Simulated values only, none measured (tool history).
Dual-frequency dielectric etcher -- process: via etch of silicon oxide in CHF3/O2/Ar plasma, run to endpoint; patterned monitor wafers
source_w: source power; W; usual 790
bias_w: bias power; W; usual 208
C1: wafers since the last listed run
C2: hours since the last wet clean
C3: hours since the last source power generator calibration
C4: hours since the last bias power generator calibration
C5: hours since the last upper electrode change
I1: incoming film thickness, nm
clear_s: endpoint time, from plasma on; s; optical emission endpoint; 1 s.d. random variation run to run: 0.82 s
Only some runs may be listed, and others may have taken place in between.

run 1 hour=0 | source_w=790 bias_w=208 | C1=0 C2=410.3 C3=4590 C4=2299 C5=2735.2 | I1=638.3 | clear_s=276.8
run 2 hour=33.8 | source_w=790 bias_w=208 | C1=150 C2=444.1 C3=4623.8 C4=2332.8 C5=2769 | I1=637.9 | clear_s=276.5
run 3 hour=94.7 | source_w=790 bias_w=208 | C1=271 C2=505 C3=4684.7 C4=2393.7 C5=2829.9 | I1=640.4 | clear_s=277.7
run 4 hour=120.1 | source_w=790 bias_w=168 | C1=113 C2=530.4 C3=4710.1 C4=2419.1 C5=2855.3 | I1=637.9 | clear_s=301.7
-- hour=149.6 wet clean of the chamber
run 5 hour=186 | source_w=790 bias_w=168 | C1=186 C2=36.4 C3=4776 C4=2485 C5=2921.2 | I1=638.4 | clear_s=296.8
run 6 hour=224.2 | source_w=790 bias_w=168 | C1=170 C2=74.6 C3=4814.2 C4=2523.2 C5=2959.4 | I1=636.3 | clear_s=295.2
run 7 hour=249.7 | source_w=680 bias_w=208 | C1=113 C2=100.1 C3=4839.7 C4=2548.7 C5=2984.9 | I1=641.4 | clear_s=298.2
run 8 hour=294.3 | source_w=790 bias_w=208 | C1=198 C2=144.7 C3=4884.3 C4=2593.3 C5=3029.5 | I1=642.5 | clear_s=275.8
-- hour=343 bias power generator calibrated
run 9 hour=347.1 | source_w=790 bias_w=208 | C1=217 C2=197.5 C3=4937.1 C4=4.1 C5=3082.3 | I1=644.7 | clear_s=277.1
-- hour=370.2 source power generator calibrated
run 10 hour=399.4 | source_w=790 bias_w=208 | C1=215 C2=249.8 C3=29.2 C4=56.4 C5=3134.6 | I1=639.4 | clear_s=275.1
run 11 hour=439.5 | source_w=790 bias_w=196 | C1=178 C2=289.9 C3=69.3 C4=96.5 C5=3174.7 | I1=642.3 | clear_s=285.3
run 12 hour=471.7 | source_w=940 bias_w=189 | C1=143 C2=322.1 C3=101.5 C4=128.7 C5=3206.9 | I1=639.6 | clear_s=262.7
run 13 hour=503 | source_w=790 bias_w=208 | C1=139 C2=353.4 C3=132.8 C4=160 C5=3238.2 | I1=637 | clear_s=276.9

Run 14 is up next; what results do you expect?
run 14 hour=556.1 | source_w=790 bias_w=257 | C1=236 C2=406.5 C3=185.9 C4=213.1 C5=3291.3 | I1=644.4 | clear_s=?

clear_s: 256.9 s
On a tool with no hidden condition, and with the same random variation, this run would have come out at clear_s 253.3 s.
